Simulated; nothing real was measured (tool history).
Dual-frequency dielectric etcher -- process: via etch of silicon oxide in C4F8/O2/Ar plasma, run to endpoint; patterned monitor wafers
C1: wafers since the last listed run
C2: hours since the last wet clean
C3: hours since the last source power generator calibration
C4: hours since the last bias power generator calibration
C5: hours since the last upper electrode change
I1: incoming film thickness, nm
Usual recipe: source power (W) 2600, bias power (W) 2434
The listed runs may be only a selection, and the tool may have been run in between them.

{"run": 1, "day": 0.0, "source power (W)": 2600, "bias power (W)": 2434, "C1": 0, "C2": 558.1, "C3": 1869.2, "C4": 1299.9, "C5": 3267, "I1": 1932.7, "endpoint time (s)": 321.4}
{"day": 1.058, "done": "wet clean of the chamber"}
{"run": 2, "day": 4.25, "source power (W)": 2600, "bias power (W)": 2434, "C1": 395, "C2": 76.6, "C3": 1971.2, "C4": 1401.9, "C5": 3369, "I1": 1923.6, "endpoint time (s)": 322.5}
{"run": 3, "day": 8.079, "source power (W)": 2600, "bias power (W)": 2606, "C1": 466, "C2": 168.5, "C3": 2063.1, "C4": 1493.8, "C5": 3460.9, "I1": 1923.8, "endpoint time (s)": 310.1}
{"run": 4, "day": 11.046, "source power (W)": 2600, "bias power (W)": 2690, "C1": 361, "C2": 239.7, "C3": 2134.3, "C4": 1565, "C5": 3532.1, "I1": 1931.7, "endpoint time (s)": 306.6}
{"run": 5, "day": 15.058, "source power (W)": 2110, "bias power (W)": 2434, "C1": 488, "C2": 336, "C3": 2230.6, "C4": 1661.3, "C5": 3628.4, "I1": 1943, "endpoint time (s)": 362.5}
{"run": 6, "day": 18.562, "source power (W)": 2110, "bias power (W)": 2434, "C1": 426, "C2": 420.1, "C3": 2314.7, "C4": 1745.4, "C5": 3712.5, "I1": 1909.3, "endpoint time (s)": 357.1}
{"day": 20.321, "done": "wet clean of the chamber"}
{"run": 7, "day": 21.338, "source power (W)": 2110, "bias power (W)": 2434, "C1": 216, "C2": 24.4, "C3": 2381.3, "C4": 1812, "C5": 3779.1, "I1": 1944.6, "endpoint time (s)": 363.7}
{"run": 8, "day": 25.058, "source power (W)": 2600, "bias power (W)": 2999, "C1": 453, "C2": 113.7, "C3": 2470.6, "C4": 1901.3, "C5": 3868.4, "I1": 1928.9, "endpoint time (s)": 291.7}
{"day": 26.121, "done": "upper electrode replaced"}
{"day": 27.646, "done": "bias power generator calibrated"}
{"run": 9, "day": 27.667, "source power (W)": 2600, "bias power (W)": 2920, "C1": 175, "C2": 176.3, "C3": 2533.2, "C4": 0.5, "C5": 37.1, "I1": 1927.7, "endpoint time (s)": 294.6}
{"run": 10, "day": 30.654, "source power (W)": 2600, "bias power (W)": 2434, "C1": 363, "C2": 248, "C3": 2604.9, "C4": 72.2, "C5": 108.8, "I1": 1937.8, "endpoint time (s)": 323.2}
{"day": 32.512, "done": "source power generator calibrated"}
{"run": 11, "day": 34.825, "source power (W)": 1960, "bias power (W)": 2907, "C1": 487, "C2": 348.1, "C3": 55.5, "C4": 172.3, "C5": 208.9, "I1": 1922.9, "endpoint time (s)": 343.5}
{"run": 12, "day": 37.425, "source power (W)": 2380, "bias power (W)": 2434, "C1": 316, "C2": 410.5, "C3": 117.9, "C4": 234.7, "C5": 271.3, "I1": 1945.9, "endpoint time (s)": 339.2}
{"day": 41.542, "done": "wet clean of the chamber"}
{"run": 13, "day": 41.562, "source power (W)": 2600, "bias power (W)": 2434, "C1": 382, "C2": 0.5, "C3": 217.2, "C4": 334, "C5": 370.6, "I1": 1941.2, "endpoint time (s)": 320.9}
{"run": 14, "day": 43.396, "source power (W)": 2980, "bias power (W)": 2871, "C1": 223, "C2": 44.5, "C3": 261.2, "C4": 378, "C5": 414.6, "I1": 1949.2, "endpoint time (s)": 281.3}
{"run": 15, "day": 47.154, "source power (W)": 2600, "bias power (W)": 2434, "C1": 457, "C2": 134.7, "C3": 351.4, "C4": 468.2, "C5": 504.8, "I1": 1921.8, "endpoint time (s)": 320.8}

Forecast each of these 5 alternatives for the next run:
{"run": "A", "day": 47.175, "source power (W)": 2600, "bias power (W)": 2777, "C1": 2, "C2": 135.2, "C3": 351.9, "C4": 468.7, "C5": 505.3, "I1": 1941.3, "endpoint time (s)": "?"}
{"run": "B", "day": 47.175, "source power (W)": 2370, "bias power (W)": 2920, "C1": 2, "C2": 135.2, "C3": 351.9, "C4": 468.7, "C5": 505.3, "I1": 1941.3, "endpoint time (s)": "?"}
{"run": "C", "day": 47.175, "source power (W)": 3120, "bias power (W)": 2658, "C1": 2, "C2": 135.2, "C3": 351.9, "C4": 468.7, "C5": 505.3, "I1": 1941.3, "endpoint time (s)": "?"}
{"run": "D", "day": 47.175, "source power (W)": 1960, "bias power (W)": 1894, "C1": 2, "C2": 135.2, "C3": 351.9, "C4": 468.7, "C5": 505.3, "I1": 1941.3, "endpoint time (s)": "?"}
{"run": "E", "day": 47.175, "source power (W)": 2270, "bias power (W)": 2841, "C1": 2, "C2": 135.2, "C3": 351.9, "C4": 468.7, "C5": 505.3, "I1": 1941.3, "endpoint time (s)": "?"}

run=A endpoint_time_(s)=303
run=B endpoint_time_(s)=310.8
run=C endpoint_time_(s)=282
run=D endpoint_time_(s)=426.1
run=E endpoint_time_(s)=322
Had the tool no hidden state, the same runs would have come out as:
run=A endpoint_time_(s)=303
run=B endpoint_time_(s)=310.8
run=C endpoint_time_(s)=282
run=D endpoint_time_(s)=426.1
run=E endpoint_time_(s)=322
